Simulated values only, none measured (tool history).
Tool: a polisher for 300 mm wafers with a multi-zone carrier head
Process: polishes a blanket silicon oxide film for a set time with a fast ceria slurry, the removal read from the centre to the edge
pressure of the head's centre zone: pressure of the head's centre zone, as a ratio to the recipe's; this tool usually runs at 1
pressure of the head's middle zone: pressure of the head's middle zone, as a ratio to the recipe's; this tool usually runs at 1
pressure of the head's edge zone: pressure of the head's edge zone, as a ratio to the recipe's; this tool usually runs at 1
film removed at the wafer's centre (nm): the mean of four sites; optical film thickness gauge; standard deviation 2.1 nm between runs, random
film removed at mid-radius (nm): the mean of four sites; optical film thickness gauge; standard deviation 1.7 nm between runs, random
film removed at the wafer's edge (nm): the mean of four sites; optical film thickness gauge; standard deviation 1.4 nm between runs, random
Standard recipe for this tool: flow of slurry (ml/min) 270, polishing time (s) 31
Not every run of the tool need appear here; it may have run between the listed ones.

run    hour  flow of slurry (ml/min)  pressure of the head's centre zone  pressure of the head's middle zone  pressure of the head's edge zone  polishing time (s)  wafers since the last listed run  wafers polished on this pad  hours since the slurry nozzle was cleaned  hours since the centre zone pressure was calibrated  hours since the edge zone pressure was calibrated  hours since the carrier head's membrane was replaced  incoming thickness of the incoming film, nm  film removed at the wafer's centre (nm)  film removed at mid-radius (nm)  film removed at the wafer's edge (nm)
  1       0                      215                                0.89                                   1                                 1                  23                                 0                         1657                                        406                                               1262.5                                              168.9                                                 283.1                                       2858.8                                    163.5                            163.1                                  164.8
  2    36.7                      270                                1.06                                   1                                 1                  31                               306                         1964                                      442.7                                               1299.2                                              205.6                                                 319.8                                       2926.9                                    271.6                            224.8                                    227
  3    99.1                      270                                1.06                                   1                                 1                  40                               521                         2485                                      505.1                                               1361.6                                                268                                                 382.2                                       2872.1                                    350.8                            292.2                                  288.9
      128.2  -- centre zone pressure recalibrated
  4   138.2                      270                                   1                                 0.9                                 1                  31                               309                         2795                                      544.2                                                   10                                              307.1                                                 421.3                                         2878                                    228.8                            206.6                                    225
  5   178.7                      270                                   1                                   1                                 1                  31                               338                         3133                                      584.7                                                 50.5                                              347.6                                                 461.8                                       2820.6                                    233.4                            227.7                                  226.2
  6   274.4                      270                                1.08                                0.92                                 1                  31                               799                         3932                                      680.4                                                146.2                                              443.3                                                 557.5                                       2904.1                                    249.2                            212.6                                    227
  7   331.3                      270                                   1                                   1                                 1                  31                               475                         4407                                      737.3                                                203.1                                              500.2                                                 614.4                                       2873.6                                    242.4                            226.3                                  225.4
      364.2  -- carrier head's membrane replaced by a new one
      367.7  -- slurry nozzle cleaned
      387.4  -- worn pad replaced by a new one
  8   401.9                      335                                   1                                   1                              0.93                  31                               505                          121                                       34.2                                                273.7                                              570.8                                                  37.7                                       2870.1                                    251.2                            232.9                                  221.3
  9   496.8                      185                                   1                                1.11                              1.05                  25                               792                          913                                      129.1                                                368.6                                              665.7                                                 132.6                                       2804.6                                      185                            187.4                                  177.9
 10   532.8                      270                                   1                                0.91                               0.9                  31                               300                         1214                                      165.1                                                404.6                                              701.7                                                 168.6                                       2851.8                                      248                            207.3                                  216.1
      560.4  -- edge zone pressure recalibrated
 11   801.8                      310                                   1                                1.09                                 1                  31                              2229                         3443                                      434.1                                                673.6                                              241.4                                                 437.6                                       2851.6                                    255.5                            247.4                                  227.4
 12   879.5                      270                                   1                                   1                                 1                  31                               648                         4092                                      511.8                                                751.3                                              319.1                                                 515.3                                       2846.4                                    251.4                            226.4                                  224.9
 13     935                      320                                0.92                                   1                              0.89                  37                               463                         4555                                      567.3                                                806.8                                              374.6                                                 570.8                                       2849.4                                      288                            274.6                                  260.6
      997.4  -- carrier head's membrane replaced by a new one
 14  1002.9                      270                                   1                                0.96                                 1                  31                               525                         5081                                      635.2                                                874.7                                              442.5                                                   5.5                                       2868.9                                    251.4                            216.9                                  226.6
 15  1067.8                      270                                   1                                0.89                              1.03                  31                               541                         5623                                      700.1                                                939.6                                              507.4                                                  70.4                                       2807.4                                    254.2                            204.8                                  231.2
     1077.8  -- worn pad replaced by a new one
     1123.9  -- slurry nozzle cleaned
 16  1135.6                      320                                0.97                                   1                              0.91                  38                               524                          474                                       11.7                                               1007.4                                              575.2                                                 138.2                                       2894.4                                    307.3                            284.5                                  272.4
 17  1198.7                      270                                0.89                                0.92                                 1                  31                               526                         1000                                       74.8                                               1070.5                                              638.3                                                 201.3                                       2839.8                                    227.2                            210.7                                  224.8
 18  1235.7                      195                                   1                                 0.9                                 1                  31                               308                         1309                                      111.8                                               1107.5                                              675.3                                                 238.3                                       2880.9                                    241.1                            196.4                                    218
 19  1293.8                      345                                   1                                0.93                              1.05                  26                               485                         1794                                      169.9                                               1165.6                                              733.4                                                 296.4                                       2812.7                                    222.2                            181.1                                  201.1
     1358.8  -- edge zone pressure recalibrated
 20  1359.3                      350                                   1                                0.94                                 1                  31                               530                         2325                                      235.4                                               1231.1                                                0.5                                                 361.9                                       2854.6                                    262.6                            219.1                                  232.6
 21  1415.9                      345                                   1                                   1                              0.89                  31                               472                         2797                                        292                                               1287.7                                               57.1                                                 418.5                                       2853.3                                    264.2                            233.6                                  218.8

What if the next run were any one of these 5? Each begins from the tool's condition after run 21:
  A  1416.3                      270                                   1                                   1                                 1                  31                                 3                         2801                                      292.4                                               1288.1                                               57.5                                                 418.9                                       2906.6                                        ?                                ?                                      ?
  B  1416.3                      270                                1.11                                   1                              1.11                  22                                 3                         2801                                      292.4                                               1288.1                                               57.5                                                 418.9                                       2906.6                                        ?                                ?                                      ?
  C  1416.3                      195                                   1                                   1                              1.09                  31                                 3                         2801                                      292.4                                               1288.1                                               57.5                                                 418.9                                       2906.6                                        ?                                ?                                      ?
  D  1416.3                      270                                   1                                   1                              0.92                  31                                 3                         2801                                      292.4                                               1288.1                                               57.5                                                 418.9                                       2906.6                                        ?                                ?                                      ?
  E  1416.3                      190                                   1                                   1                              0.89                  31                                 3                         2801                                      292.4                                               1288.1                                               57.5                                                 418.9                                       2906.6                                        ?                                ?                                      ?

run  film removed at the wafer's centre (nm)  film removed at mid-radius (nm)  film removed at the wafer's edge (nm)
  A                                    253.1                            226.4                                  226.3
  B                                    198.8                            160.5                                  169.1
  C                                    239.1                            215.1                                  227.3
  D                                    253.1                            226.4                                  217.6
  E                                    237.7                              214                                  205.5
Had the tool no hidden state, the same runs would have come out as:
run  film removed at the wafer's centre (nm)  film removed at mid-radius (nm)  film removed at the wafer's edge (nm)
  A                                      227                            226.5                                  226.3
  B                                    178.4                            160.6                                  169.1
  C                                    214.4                            215.2                                  227.3
  D                                      227                            226.5                                  217.6
  E                                    213.2                            214.2                                  205.5

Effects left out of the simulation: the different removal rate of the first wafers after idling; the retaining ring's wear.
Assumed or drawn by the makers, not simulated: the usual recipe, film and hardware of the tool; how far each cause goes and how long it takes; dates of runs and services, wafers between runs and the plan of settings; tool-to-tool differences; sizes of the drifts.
